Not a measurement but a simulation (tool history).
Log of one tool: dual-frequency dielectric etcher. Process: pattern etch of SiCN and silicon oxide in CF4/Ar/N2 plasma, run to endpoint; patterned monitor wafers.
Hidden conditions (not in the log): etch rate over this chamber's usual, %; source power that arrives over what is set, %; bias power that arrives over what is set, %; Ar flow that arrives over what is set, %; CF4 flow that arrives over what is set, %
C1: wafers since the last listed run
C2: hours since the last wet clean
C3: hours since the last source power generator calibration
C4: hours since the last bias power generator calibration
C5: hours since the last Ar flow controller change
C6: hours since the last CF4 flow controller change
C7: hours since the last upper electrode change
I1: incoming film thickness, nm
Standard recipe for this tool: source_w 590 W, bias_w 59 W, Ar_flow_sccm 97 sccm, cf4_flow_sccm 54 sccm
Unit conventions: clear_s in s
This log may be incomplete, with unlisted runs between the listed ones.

{"run": 1, "day": 0.0, "source_w": 590, "bias_w": 70, "Ar_flow_sccm": 97, "cf4_flow_sccm": 54, "C1": 0, "C2": 229.7, "C3": 1512.1, "C4": 2278.9, "C5": 1866.2, "C6": 2848, "C7": 4119.7, "I1": 10.2, "clear_s": 10.8}
{"run": 2, "day": 2.025, "source_w": 590, "bias_w": 59, "Ar_flow_sccm": 116, "cf4_flow_sccm": 54, "C1": 980, "C2": 278.3, "C3": 1560.7, "C4": 2327.5, "C5": 1914.8, "C6": 2896.6, "C7": 4168.3, "I1": 10.17, "clear_s": 11.6}
{"run": 3, "day": 3.758, "source_w": 590, "bias_w": 59, "Ar_flow_sccm": 97, "cf4_flow_sccm": 54, "C1": 839, "C2": 319.9, "C3": 1602.3, "C4": 2369.1, "C5": 1956.4, "C6": 2938.2, "C7": 4209.9, "I1": 10.27, "clear_s": 11.4}
{"day": 6.033, "done": "source power generator calibrated"}
{"day": 6.112, "done": "wet clean of the chamber"}
{"run": 4, "day": 8.158, "source_w": 590, "bias_w": 59, "Ar_flow_sccm": 97, "cf4_flow_sccm": 54, "C1": 2011, "C2": 49.1, "C3": 51, "C4": 2474.7, "C5": 2062, "C6": 3043.8, "C7": 4315.5, "I1": 10.21, "clear_s": 11.3}
{"run": 5, "day": 10.833, "source_w": 590, "bias_w": 59, "Ar_flow_sccm": 97, "cf4_flow_sccm": 54, "C1": 1295, "C2": 113.3, "C3": 115.2, "C4": 2538.9, "C5": 2126.2, "C6": 3108, "C7": 4379.7, "I1": 10.14, "clear_s": 11.2}
{"run": 6, "day": 13.296, "source_w": 680, "bias_w": 59, "Ar_flow_sccm": 97, "cf4_flow_sccm": 49, "C1": 1192, "C2": 172.4, "C3": 174.3, "C4": 2598, "C5": 2185.3, "C6": 3167.1, "C7": 4438.8, "I1": 10.2, "clear_s": 10.5}
{"day": 17.05, "done": "bias power generator calibrated"}
{"run": 7, "day": 19.954, "source_w": 680, "bias_w": 59, "Ar_flow_sccm": 97, "cf4_flow_sccm": 49, "C1": 3144, "C2": 332.2, "C3": 334.1, "C4": 69.7, "C5": 2345.1, "C6": 3326.9, "C7": 4598.6, "I1": 10.23, "clear_s": 10.6}
{"run": 8, "day": 21.475, "source_w": 680, "bias_w": 59, "Ar_flow_sccm": 97, "cf4_flow_sccm": 49, "C1": 736, "C2": 368.7, "C3": 370.6, "C4": 106.2, "C5": 2381.6, "C6": 3363.4, "C7": 4635.1, "I1": 10.28, "clear_s": 10.5}
{"run": 9, "day": 23.258, "source_w": 590, "bias_w": 59, "Ar_flow_sccm": 97, "cf4_flow_sccm": 54, "C1": 863, "C2": 411.5, "C3": 413.4, "C4": 149, "C5": 2424.4, "C6": 3406.2, "C7": 4677.9, "I1": 10.23, "clear_s": 11.3}
{"day": 24.412, "done": "wet clean of the chamber"}
{"run": 10, "day": 25.483, "source_w": 590, "bias_w": 69, "Ar_flow_sccm": 113, "cf4_flow_sccm": 59, "C1": 593, "C2": 25.7, "C3": 466.8, "C4": 202.4, "C5": 2477.8, "C6": 3459.6, "C7": 4731.3, "I1": 10.17, "clear_s": 10.7}
{"run": 11, "day": 29.829, "source_w": 590, "bias_w": 52, "Ar_flow_sccm": 97, "cf4_flow_sccm": 43, "C1": 2104, "C2": 130, "C3": 571.1, "C4": 306.7, "C5": 2582.1, "C6": 3563.9, "C7": 4835.6, "I1": 10.19, "clear_s": 12.4}
{"run": 12, "day": 33.758, "source_w": 590, "bias_w": 59, "Ar_flow_sccm": 74, "cf4_flow_sccm": 54, "C1": 1903, "C2": 224.3, "C3": 665.4, "C4": 401, "C5": 2676.4, "C6": 3658.2, "C7": 4929.9, "I1": 10.19, "clear_s": 11}
{"day": 34.746, "done": "Ar flow controller replaced"}
{"day": 36.992, "done": "upper electrode replaced, of another model than before"}
{"run": 13, "day": 37.708, "source_w": 590, "bias_w": 59, "Ar_flow_sccm": 97, "cf4_flow_sccm": 54, "C1": 1307, "C2": 319.1, "C3": 760.2, "C4": 495.8, "C5": 71.1, "C6": 3753, "C7": 17.2, "I1": 10.13, "clear_s": 11.2}
{"run": 14, "day": 39.429, "source_w": 590, "bias_w": 47, "Ar_flow_sccm": 109, "cf4_flow_sccm": 44, "C1": 833, "C2": 360.4, "C3": 801.5, "C4": 537.1, "C5": 112.4, "C6": 3794.3, "C7": 58.5, "I1": 10.21, "clear_s": 12.6}
{"day": 40.683, "done": "CF4 flow controller replaced"}
{"day": 41.788, "done": "wet clean of the chamber"}
{"run": 15, "day": 41.808, "source_w": 590, "bias_w": 59, "Ar_flow_sccm": 97, "cf4_flow_sccm": 54, "C1": 546, "C2": 0.5, "C3": 858.6, "C4": 594.2, "C5": 169.5, "C6": 27, "C7": 115.6, "I1": 10.16, "clear_s": 11.4}
{"run": 16, "day": 44.075, "source_w": 590, "bias_w": 59, "Ar_flow_sccm": 97, "cf4_flow_sccm": 54, "C1": 1097, "C2": 54.9, "C3": 913, "C4": 648.6, "C5": 223.9, "C6": 81.4, "C7": 170, "I1": 10.19, "clear_s": 11.4}
{"run": 17, "day": 46.55, "source_w": 540, "bias_w": 59, "Ar_flow_sccm": 74, "cf4_flow_sccm": 54, "C1": 1198, "C2": 114.3, "C3": 972.4, "C4": 708, "C5": 283.3, "C6": 140.8, "C7": 229.4, "I1": 10.24, "clear_s": 12.2}
{"run": 18, "day": 48.504, "source_w": 590, "bias_w": 59, "Ar_flow_sccm": 97, "cf4_flow_sccm": 54, "C1": 946, "C2": 161.2, "C3": 1019.3, "C4": 754.9, "C5": 330.2, "C6": 187.7, "C7": 276.3, "I1": 10.3, "clear_s": 11.5}
{"run": 19, "day": 51.646, "source_w": 590, "bias_w": 59, "Ar_flow_sccm": 97, "cf4_flow_sccm": 61, "C1": 1521, "C2": 236.6, "C3": 1094.7, "C4": 830.3, "C5": 405.6, "C6": 263.1, "C7": 351.7, "I1": 10.18, "clear_s": 11.1}
{"day": 57.333, "done": "wet clean of the chamber"}
{"run": 20, "day": 57.354, "source_w": 590, "bias_w": 52, "Ar_flow_sccm": 97, "cf4_flow_sccm": 54, "C1": 2280, "C2": 0.5, "C3": 1231.7, "C4": 967.3, "C5": 542.6, "C6": 400.1, "C7": 488.7, "I1": 10.21, "clear_s": 11.7}
{"run": 21, "day": 59.042, "source_w": 520, "bias_w": 59, "Ar_flow_sccm": 80, "cf4_flow_sccm": 54, "C1": 817, "C2": 41, "C3": 1272.2, "C4": 1007.8, "C5": 583.1, "C6": 440.6, "C7": 529.2, "I1": 10.28, "clear_s": 12.9}
{"run": 22, "day": 62.217, "source_w": 660, "bias_w": 69, "Ar_flow_sccm": 90, "cf4_flow_sccm": 67, "C1": 1537, "C2": 117.2, "C3": 1348.4, "C4": 1084, "C5": 659.3, "C6": 516.8, "C7": 605.4, "I1": 10.2, "clear_s": 9.3}

What does the tool deliver on the next run?
{"run": 23, "day": 64.279, "source_w": 730, "bias_w": 63, "Ar_flow_sccm": 97, "cf4_flow_sccm": 54, "C1": 998, "C2": 166.7, "C3": 1397.9, "C4": 1133.5, "C5": 708.8, "C6": 566.3, "C7": 654.9, "I1": 10.24, "clear_s": "?"}

clear_s: 9.1 s
If the tool had no hidden condition, the same run with the same run-to-run variation would have returned clear_s 9.1 s.
